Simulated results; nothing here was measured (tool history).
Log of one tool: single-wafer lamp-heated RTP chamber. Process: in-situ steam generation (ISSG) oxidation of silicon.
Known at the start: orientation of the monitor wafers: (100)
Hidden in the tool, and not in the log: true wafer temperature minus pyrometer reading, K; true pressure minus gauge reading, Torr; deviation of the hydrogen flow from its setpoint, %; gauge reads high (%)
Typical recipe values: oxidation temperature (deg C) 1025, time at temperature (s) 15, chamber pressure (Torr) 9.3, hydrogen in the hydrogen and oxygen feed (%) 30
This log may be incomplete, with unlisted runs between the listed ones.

| run | hour | oxidation temperature (deg C) | time at temperature (s) | chamber pressure (Torr) | hydrogen in the hydrogen and oxygen feed (%) | wafers since the last listed run | wafers since the last pyrometer calibration | hours since the pressure gauge was zeroed | hours since the hydrogen flow controller was replaced | hours since the gauge calibration | read-back reference wafer on the same gauge, thickness | oxide thickness on the monitor wafer (angstrom) |
|---|---|---|---|---|---|---|---|---|---|---|---|---|
| 1 | 0 | 1025 | 15 | 9.3 | 30 | 0 | 2773 | 3298.1 | 3642.9 | 412.3 | 5.362 | 57.13 |
| 2 | 67 | 1025 | 15 | 9.3 | 30 | 760 | 3533 | 3365.1 | 3709.9 | 479.3 | 5.362 | 57.19 |
| 3 | 113.6 | 1025 | 15 | 9.3 | 30 | 528 | 4061 | 3411.7 | 3756.5 | 525.9 | 5.36 | 57.21 |
| 4 | 152 | 1025 | 15 | 9.3 | 30 | 435 | 4497 | 3450.1 | 3794.9 | 564.3 | 5.36 | 57.34 |
|  | 180.3 | pyrometer window cleaned and pyrometer calibrated |
| 5 | 193.4 | 1025 | 15 | 9.3 | 30 | 378 | 148 | 3491.5 | 3836.3 | 605.7 | 5.362 | 56.01 |
| 6 | 242.7 | 1025 | 15 | 9.3 | 30 | 559 | 707 | 3540.8 | 3885.6 | 655 | 5.361 | 56.44 |
| 7 | 550.6 | 1025 | 15 | 9.3 | 32 | 3493 | 4200 | 3848.7 | 4193.5 | 962.9 | 5.362 | 57.78 |
|  | 576.1 | pyrometer window cleaned and pyrometer calibrated |
| 8 | 648.4 | 1025 | 15 | 9.3 | 30 | 1018 | 819 | 3946.5 | 4291.3 | 1060.7 | 5.362 | 58.3 |
| 9 | 694.5 | 1025 | 15 | 9.3 | 30 | 522 | 1342 | 3992.6 | 4337.4 | 1106.8 | 5.365 | 58.56 |
|  | 773.7 | gauge calibrated |
| 10 | 826.6 | 1025 | 15 | 9.3 | 30 | 1498 | 2841 | 4124.7 | 4469.5 | 52.9 | 5.36 | 59.15 |
| 11 | 883.4 | 1025 | 15 | 9.3 | 30 | 644 | 3485 | 4181.5 | 4526.3 | 109.7 | 5.36 | 59.19 |
| 12 | 967.3 | 1025 | 15 | 9.3 | 30 | 951 | 4437 | 4265.4 | 4610.2 | 193.6 | 5.36 | 59.14 |
|  | 985.4 | pressure gauge zeroed |
|  | 1004.6 | pyrometer window cleaned and pyrometer calibrated, repeated, since the last time left the tool worse |
| 13 | 1035.3 | 1043 | 17 | 7.9 | 32 | 589 | 348 | 49.9 | 4678.2 | 261.6 | 5.36 | 67.07 |
| 14 | 1076.5 | 1025 | 15 | 10.2 | 30 | 467 | 815 | 91.1 | 4719.4 | 302.8 | 5.358 | 55.16 |
|  | 1154 | hydrogen flow controller replaced |
| 15 | 1173 | 1025 | 15 | 9.3 | 30 | 1004 | 1819 | 187.6 | 19 | 399.3 | 5.358 | 56.81 |
|  | 1432.4 | pyrometer window cleaned and pyrometer calibrated |
| 16 | 1458.9 | 1017 | 20 | 10 | 30 | 3152 | 300 | 473.5 | 304.9 | 685.2 | 5.36 | 61.09 |
| 17 | 1554 | 1025 | 15 | 9.3 | 30 | 1078 | 1379 | 568.6 | 400 | 780.3 | 5.362 | 56.68 |
| 18 | 1592.7 | 1025 | 15 | 10.2 | 32 | 439 | 1818 | 607.3 | 438.7 | 819 | 5.356 | 56.31 |
| 19 | 1649 | 1025 | 15 | 9.3 | 30 | 638 | 2457 | 663.6 | 495 | 875.3 | 5.359 | 57.01 |
| 20 | 1747.3 | 1009 | 12 | 9.7 | 22 | 1115 | 3572 | 761.9 | 593.3 | 973.6 | 5.358 | 44.53 |
|  | 1773.2 | pyrometer window cleaned and pyrometer calibrated |
| 21 | 1811.2 | 1025 | 18 | 10.2 | 30 | 634 | 431 | 825.8 | 657.2 | 1037.5 | 5.361 | 60.22 |
| 22 | 1893.8 | 1007 | 12 | 9.3 | 30 | 937 | 1368 | 908.4 | 739.8 | 1120.1 | 5.362 | 47.68 |

Predict each of these 4 candidate next runs independently; none follows another, all start after run 22:
| A | 1894.2 | 1025 | 15 | 9.3 | 30 | 4 | 1373 | 908.8 | 740.2 | 1120.5 | ? | ? |
| B | 1894.2 | 1015 | 20 | 9.3 | 24 | 4 | 1373 | 908.8 | 740.2 | 1120.5 | ? | ? |
| C | 1894.2 | 1025 | 15 | 7.9 | 30 | 4 | 1373 | 908.8 | 740.2 | 1120.5 | ? | ? |
| D | 1894.2 | 1040 | 15 | 8.1 | 30 | 4 | 1373 | 908.8 | 740.2 | 1120.5 | ? | ? |

| run | read-back reference wafer on the same gauge, thickness | oxide thickness on the monitor wafer (angstrom) |
|---|---|---|
| A | 5.36 | 56.62 |
| B | 5.36 | 58.83 |
| C | 5.36 | 57.74 |
| D | 5.36 | 61.87 |
The same runs, with their run-to-run variation unchanged, on a tool lacking any hidden condition would have given:
| run | oxide thickness on the monitor wafer (angstrom) |
|---|---|
| A | 55.6 |
| B | 57.76 |
| C | 56.71 |
| D | 60.66 |
